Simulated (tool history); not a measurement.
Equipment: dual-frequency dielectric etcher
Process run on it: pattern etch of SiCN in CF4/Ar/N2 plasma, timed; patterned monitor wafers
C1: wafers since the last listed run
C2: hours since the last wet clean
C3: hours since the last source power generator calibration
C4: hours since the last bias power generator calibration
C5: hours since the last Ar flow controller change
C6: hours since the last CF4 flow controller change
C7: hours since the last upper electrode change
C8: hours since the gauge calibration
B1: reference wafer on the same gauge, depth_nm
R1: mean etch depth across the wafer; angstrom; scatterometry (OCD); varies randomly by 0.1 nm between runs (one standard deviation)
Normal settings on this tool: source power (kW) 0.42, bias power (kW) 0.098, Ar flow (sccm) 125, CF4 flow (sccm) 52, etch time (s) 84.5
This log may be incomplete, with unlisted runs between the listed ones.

run 1 hour=0 | source_power_(kW)=0.42 bias_power_(kW)=0.098 Ar_flow_(sccm)=125 CF4_flow_(sccm)=52 etch_time_(s)=84.5 | C1=0 C2=410 C3=4846.7 C4=2422.1 C5=5951.1 C6=2861.2 C7=5350 C8=81.4 | B1=76.3 | R1=699
run 2 hour=8.8 | source_power_(kW)=0.42 bias_power_(kW)=0.098 Ar_flow_(sccm)=125 CF4_flow_(sccm)=52 etch_time_(s)=84.5 | C1=59 C2=418.8 C3=4855.5 C4=2430.9 C5=5959.9 C6=2870 C7=5358.8 C8=90.2 | B1=76.3 | R1=699
run 3 hour=19.1 | source_power_(kW)=0.42 bias_power_(kW)=0.098 Ar_flow_(sccm)=125 CF4_flow_(sccm)=52 etch_time_(s)=84.5 | C1=69 C2=429.1 C3=4865.8 C4=2441.2 C5=5970.2 C6=2880.3 C7=5369.1 C8=100.5 | B1=76.3 | R1=701
run 4 hour=28.3 | source_power_(kW)=0.42 bias_power_(kW)=0.098 Ar_flow_(sccm)=125 CF4_flow_(sccm)=52 etch_time_(s)=84.5 | C1=62 C2=438.3 C3=4875 C4=2450.4 C5=5979.4 C6=2889.5 C7=5378.3 C8=109.7 | B1=76.3 | R1=701
run 5 hour=43.5 | source_power_(kW)=0.42 bias_power_(kW)=0.098 Ar_flow_(sccm)=125 CF4_flow_(sccm)=52 etch_time_(s)=68 | C1=102 C2=453.5 C3=4890.2 C4=2465.6 C5=5994.6 C6=2904.7 C7=5393.5 C8=124.9 | B1=76.3 | R1=562
run 6 hour=55.8 | source_power_(kW)=0.42 bias_power_(kW)=0.098 Ar_flow_(sccm)=125 CF4_flow_(sccm)=52 etch_time_(s)=68 | C1=83 C2=465.8 C3=4902.5 C4=2477.9 C5=6006.9 C6=2917 C7=5405.8 C8=137.2 | B1=76.3 | R1=565
run 7 hour=74.6 | source_power_(kW)=0.42 bias_power_(kW)=0.116 Ar_flow_(sccm)=125 CF4_flow_(sccm)=52 etch_time_(s)=84.5 | C1=127 C2=484.6 C3=4921.3 C4=2496.7 C5=6025.7 C6=2935.8 C7=5424.6 C8=156 | B1=76.2 | R1=755
-- hour=82 bias power generator calibrated
run 8 hour=92.3 | source_power_(kW)=0.42 bias_power_(kW)=0.098 Ar_flow_(sccm)=125 CF4_flow_(sccm)=52 etch_time_(s)=84.5 | C1=92 C2=502.3 C3=4939 C4=10.3 C5=6043.4 C6=2953.5 C7=5442.3 C8=173.7 | B1=76.2 | R1=702
-- hour=95.6 gauge calibrated
run 9 hour=108.9 | source_power_(kW)=0.42 bias_power_(kW)=0.098 Ar_flow_(sccm)=125 CF4_flow_(sccm)=52 etch_time_(s)=84.5 | C1=112 C2=518.9 C3=4955.6 C4=26.9 C5=6060 C6=2970.1 C7=5458.9 C8=13.3 | B1=76.3 | R1=702
-- hour=140 upper electrode replaced
-- hour=147.6 wet clean of the chamber
-- hour=148.1 CF4 flow controller replaced
-- hour=150.8 Ar flow controller replaced
-- hour=153.3 source power generator calibrated
run 10 hour=153.8 | source_power_(kW)=0.42 bias_power_(kW)=0.098 Ar_flow_(sccm)=125 CF4_flow_(sccm)=52 etch_time_(s)=84.5 | C1=51 C2=6.2 C3=0.5 C4=71.8 C5=3 C6=5.7 C7=13.8 C8=58.2 | B1=76.3 | R1=691
run 11 hour=154.1 | source_power_(kW)=0.42 bias_power_(kW)=0.098 Ar_flow_(sccm)=125 CF4_flow_(sccm)=52 etch_time_(s)=84.5 | C1=2 C2=6.5 C3=0.8 C4=72.1 C5=3.3 C6=6 C7=14.1 C8=58.5 | B1=76.3 | R1=691
run 12 hour=154.5 | source_power_(kW)=0.49 bias_power_(kW)=0.098 Ar_flow_(sccm)=114 CF4_flow_(sccm)=64 etch_time_(s)=84.5 | C1=2 C2=6.9 C3=1.2 C4=72.5 C5=3.7 C6=6.4 C7=14.5 C8=58.9 | B1=76.2 | R1=851
run 13 hour=161.1 | source_power_(kW)=0.45 bias_power_(kW)=0.098 Ar_flow_(sccm)=102 CF4_flow_(sccm)=52 etch_time_(s)=84.5 | C1=44 C2=13.5 C3=7.8 C4=79.1 C5=10.3 C6=13 C7=21.1 C8=65.5 | B1=76.3 | R1=771
run 14 hour=170.6 | source_power_(kW)=0.42 bias_power_(kW)=0.111 Ar_flow_(sccm)=125 CF4_flow_(sccm)=52 etch_time_(s)=84.5 | C1=64 C2=23 C3=17.3 C4=88.6 C5=19.8 C6=22.5 C7=30.6 C8=75 | B1=76.3 | R1=729
run 15 hour=177.8 | source_power_(kW)=0.42 bias_power_(kW)=0.098 Ar_flow_(sccm)=125 CF4_flow_(sccm)=52 etch_time_(s)=84.5 | C1=48 C2=30.2 C3=24.5 C4=95.8 C5=27 C6=29.7 C7=37.8 C8=82.2 | B1=76.3 | R1=691
run 16 hour=190.2 | source_power_(kW)=0.42 bias_power_(kW)=0.108 Ar_flow_(sccm)=136 CF4_flow_(sccm)=52 etch_time_(s)=84.5 | C1=83 C2=42.6 C3=36.9 C4=108.2 C5=39.4 C6=42.1 C7=50.2 C8=94.6 | B1=76.3 | R1=711
run 17 hour=221.3 | source_power_(kW)=0.45 bias_power_(kW)=0.078 Ar_flow_(sccm)=125 CF4_flow_(sccm)=52 etch_time_(s)=64.5 | C1=210 C2=73.7 C3=68 C4=139.3 C5=70.5 C6=73.2 C7=81.3 C8=125.7 | B1=76.2 | R1=512

The next listed run, before its measurement:
run 18 hour=228.9 | source_power_(kW)=0.42 bias_power_(kW)=0.098 Ar_flow_(sccm)=125 CF4_flow_(sccm)=52 etch_time_(s)=84.5 | C1=51 C2=81.3 C3=75.6 C4=146.9 C5=78.1 C6=80.8 C7=88.9 C8=133.3 | B1=? | R1=?

{"run 18": {"B1": 76.3, "R1": 693}}
Take away the tool's hidden state, keep the run-to-run variation as it was, and the same run would have given R1 692 angstrom.
